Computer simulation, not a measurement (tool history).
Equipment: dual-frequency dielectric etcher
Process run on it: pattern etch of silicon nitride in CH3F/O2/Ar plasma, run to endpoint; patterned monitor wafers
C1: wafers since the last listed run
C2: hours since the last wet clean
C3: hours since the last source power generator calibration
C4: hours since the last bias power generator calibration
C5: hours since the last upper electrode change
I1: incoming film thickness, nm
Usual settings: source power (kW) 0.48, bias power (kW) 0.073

{"run": 1, "hour": 0.0, "source power (kW)": 0.48, "bias power (kW)": 0.08, "C1": 0, "C2": 451, "C3": 1892.3, "C4": 949, "C5": 89.5, "I1": 59.2, "endpoint time (s)": 80.9}
{"hour": 33.3, "done": "wet clean of the chamber"}
{"run": 2, "hour": 85.8, "source power (kW)": 0.48, "bias power (kW)": 0.08, "C1": 769, "C2": 52.5, "C3": 1978.1, "C4": 1034.8, "C5": 175.3, "I1": 59.6, "endpoint time (s)": 78.4}
{"run": 3, "hour": 160.8, "source power (kW)": 0.48, "bias power (kW)": 0.073, "C1": 934, "C2": 127.5, "C3": 2053.1, "C4": 1109.8, "C5": 250.3, "I1": 59.6, "endpoint time (s)": 81.8}
{"run": 4, "hour": 423.2, "source power (kW)": 0.44, "bias power (kW)": 0.081, "C1": 3269, "C2": 389.9, "C3": 2315.5, "C4": 1372.2, "C5": 512.7, "I1": 60, "endpoint time (s)": 85.2}
{"hour": 578.4, "done": "wet clean of the chamber"}
{"run": 5, "hour": 649.9, "source power (kW)": 0.48, "bias power (kW)": 0.087, "C1": 2525, "C2": 71.5, "C3": 2542.2, "C4": 1598.9, "C5": 739.4, "I1": 59.6, "endpoint time (s)": 78.1}
{"run": 6, "hour": 897.7, "source power (kW)": 0.57, "bias power (kW)": 0.073, "C1": 3087, "C2": 319.3, "C3": 2790, "C4": 1846.7, "C5": 987.2, "I1": 59.2, "endpoint time (s)": 74.7}
{"hour": 958.3, "done": "bias power generator calibrated"}
{"run": 7, "hour": 959.6, "source power (kW)": 0.42, "bias power (kW)": 0.085, "C1": 721, "C2": 381.2, "C3": 2851.9, "C4": 1.3, "C5": 1049.1, "I1": 59.6, "endpoint time (s)": 86.7}
{"run": 8, "hour": 1006.7, "source power (kW)": 0.42, "bias power (kW)": 0.085, "C1": 586, "C2": 428.3, "C3": 2899, "C4": 48.4, "C5": 1096.2, "I1": 59.8, "endpoint time (s)": 87.4}
{"run": 9, "hour": 1043.6, "source power (kW)": 0.48, "bias power (kW)": 0.06, "C1": 459, "C2": 465.2, "C3": 2935.9, "C4": 85.3, "C5": 1133.1, "I1": 59.7, "endpoint time (s)": 88.2}
{"hour": 1077.0, "done": "wet clean of the chamber"}
{"run": 10, "hour": 1144.5, "source power (kW)": 0.48, "bias power (kW)": 0.06, "C1": 958, "C2": 67.5, "C3": 3036.8, "C4": 186.2, "C5": 1234, "I1": 59.3, "endpoint time (s)": 85.8}
{"run": 11, "hour": 1221.8, "source power (kW)": 0.48, "bias power (kW)": 0.06, "C1": 963, "C2": 144.8, "C3": 3114.1, "C4": 263.5, "C5": 1311.3, "I1": 60, "endpoint time (s)": 86.5}
{"run": 12, "hour": 1283.1, "source power (kW)": 0.48, "bias power (kW)": 0.078, "C1": 763, "C2": 206.1, "C3": 3175.4, "C4": 324.8, "C5": 1372.6, "I1": 60.3, "endpoint time (s)": 81.4}
{"run": 13, "hour": 1365.1, "source power (kW)": 0.48, "bias power (kW)": 0.078, "C1": 1021, "C2": 288.1, "C3": 3257.4, "C4": 406.8, "C5": 1454.6, "I1": 59.9, "endpoint time (s)": 81.4}
{"run": 14, "hour": 1417.9, "source power (kW)": 0.48, "bias power (kW)": 0.078, "C1": 657, "C2": 340.9, "C3": 3310.2, "C4": 459.6, "C5": 1507.4, "I1": 60.5, "endpoint time (s)": 82.6}
{"run": 15, "hour": 1470.8, "source power (kW)": 0.48, "bias power (kW)": 0.068, "C1": 659, "C2": 393.8, "C3": 3363.1, "C4": 512.5, "C5": 1560.3, "I1": 59.8, "endpoint time (s)": 85.4}
{"hour": 1523.3, "done": "wet clean of the chamber"}
{"run": 16, "hour": 1543.8, "source power (kW)": 0.48, "bias power (kW)": 0.059, "C1": 610, "C2": 20.5, "C3": 3436.1, "C4": 585.5, "C5": 1633.3, "I1": 59.1, "endpoint time (s)": 84.5}
{"hour": 1549.7, "done": "source power generator calibrated"}
{"run": 17, "hour": 1638.6, "source power (kW)": 0.44, "bias power (kW)": 0.081, "C1": 1131, "C2": 115.3, "C3": 88.9, "C4": 680.3, "C5": 1728.1, "I1": 60, "endpoint time (s)": 80.7}
{"run": 18, "hour": 1713.7, "source power (kW)": 0.38, "bias power (kW)": 0.087, "C1": 935, "C2": 190.4, "C3": 164, "C4": 755.4, "C5": 1803.2, "I1": 59.8, "endpoint time (s)": 86.7}
{"run": 19, "hour": 1796.7, "source power (kW)": 0.36, "bias power (kW)": 0.062, "C1": 1034, "C2": 273.4, "C3": 247, "C4": 838.4, "C5": 1886.2, "I1": 60.7, "endpoint time (s)": 103}
{"hour": 1824.7, "done": "upper electrode replaced"}
{"run": 20, "hour": 1868.6, "source power (kW)": 0.41, "bias power (kW)": 0.086, "C1": 596, "C2": 345.3, "C3": 318.9, "C4": 910.3, "C5": 43.9, "I1": 59.6, "endpoint time (s)": 84.9}
{"run": 21, "hour": 1921.1, "source power (kW)": 0.39, "bias power (kW)": 0.06, "C1": 654, "C2": 397.8, "C3": 371.4, "C4": 962.8, "C5": 96.4, "I1": 59.5, "endpoint time (s)": 97.1}
{"hour": 2026.4, "done": "wet clean of the chamber"}
{"run": 22, "hour": 2153.2, "source power (kW)": 0.39, "bias power (kW)": 0.073, "C1": 2592, "C2": 126.8, "C3": 603.5, "C4": 1194.9, "C5": 328.5, "I1": 59.8, "endpoint time (s)": 92}
{"run": 23, "hour": 2198.7, "source power (kW)": 0.38, "bias power (kW)": 0.086, "C1": 566, "C2": 172.3, "C3": 649, "C4": 1240.4, "C5": 374, "I1": 59.3, "endpoint time (s)": 87.9}
{"run": 24, "hour": 2247.3, "source power (kW)": 0.54, "bias power (kW)": 0.073, "C1": 605, "C2": 220.9, "C3": 697.6, "C4": 1289, "C5": 422.6, "I1": 60.2, "endpoint time (s)": 76.3}
{"run": 25, "hour": 2312.0, "source power (kW)": 0.52, "bias power (kW)": 0.086, "C1": 806, "C2": 285.6, "C3": 762.3, "C4": 1353.7, "C5": 487.3, "I1": 59.9, "endpoint time (s)": 74.6}
{"run": 26, "hour": 2383.9, "source power (kW)": 0.4, "bias power (kW)": 0.058, "C1": 895, "C2": 357.5, "C3": 834.2, "C4": 1425.6, "C5": 559.2, "I1": 59.8, "endpoint time (s)": 97.4}
{"run": 27, "hour": 2475.2, "source power (kW)": 0.58, "bias power (kW)": 0.073, "C1": 1137, "C2": 448.8, "C3": 925.5, "C4": 1516.9, "C5": 650.5, "I1": 59.5, "endpoint time (s)": 73.5}
{"hour": 2501.2, "done": "wet clean of the chamber"}
{"run": 28, "hour": 2561.4, "source power (kW)": 0.42, "bias power (kW)": 0.085, "C1": 774, "C2": 60.2, "C3": 1011.7, "C4": 1603.1, "C5": 736.7, "I1": 59.6, "endpoint time (s)": 83.7}

Had the tool no unlogged condition, and each run kept its random variation, what would the results have been?
Hidden conditions of the tool in this case: etch rate over this chamber's usual, %; source power that arrives over what is set, %; bias power that arrives over what is set, %.
run=1 endpoint_time_(s)=75.6
run=2 endpoint_time_(s)=76.1
run=3 endpoint_time_(s)=78.9
run=4 endpoint_time_(s)=80.5
run=5 endpoint_time_(s)=75.2
run=6 endpoint_time_(s)=70.4
run=7 endpoint_time_(s)=81.4
run=8 endpoint_time_(s)=81.8
run=9 endpoint_time_(s)=82.2
run=10 endpoint_time_(s)=82.8
run=11 endpoint_time_(s)=83
run=12 endpoint_time_(s)=77.8
run=13 endpoint_time_(s)=77.3
run=14 endpoint_time_(s)=78.1
run=15 endpoint_time_(s)=80.4
run=16 endpoint_time_(s)=82
run=17 endpoint_time_(s)=79.9
run=18 endpoint_time_(s)=85.3
run=19 endpoint_time_(s)=100.4
run=20 endpoint_time_(s)=82.2
run=21 endpoint_time_(s)=93.5
run=22 endpoint_time_(s)=90
run=23 endpoint_time_(s)=85.7
run=24 endpoint_time_(s)=74
run=25 endpoint_time_(s)=71.9
run=26 endpoint_time_(s)=93.2
run=27 endpoint_time_(s)=69.7
run=28 endpoint_time_(s)=81.5

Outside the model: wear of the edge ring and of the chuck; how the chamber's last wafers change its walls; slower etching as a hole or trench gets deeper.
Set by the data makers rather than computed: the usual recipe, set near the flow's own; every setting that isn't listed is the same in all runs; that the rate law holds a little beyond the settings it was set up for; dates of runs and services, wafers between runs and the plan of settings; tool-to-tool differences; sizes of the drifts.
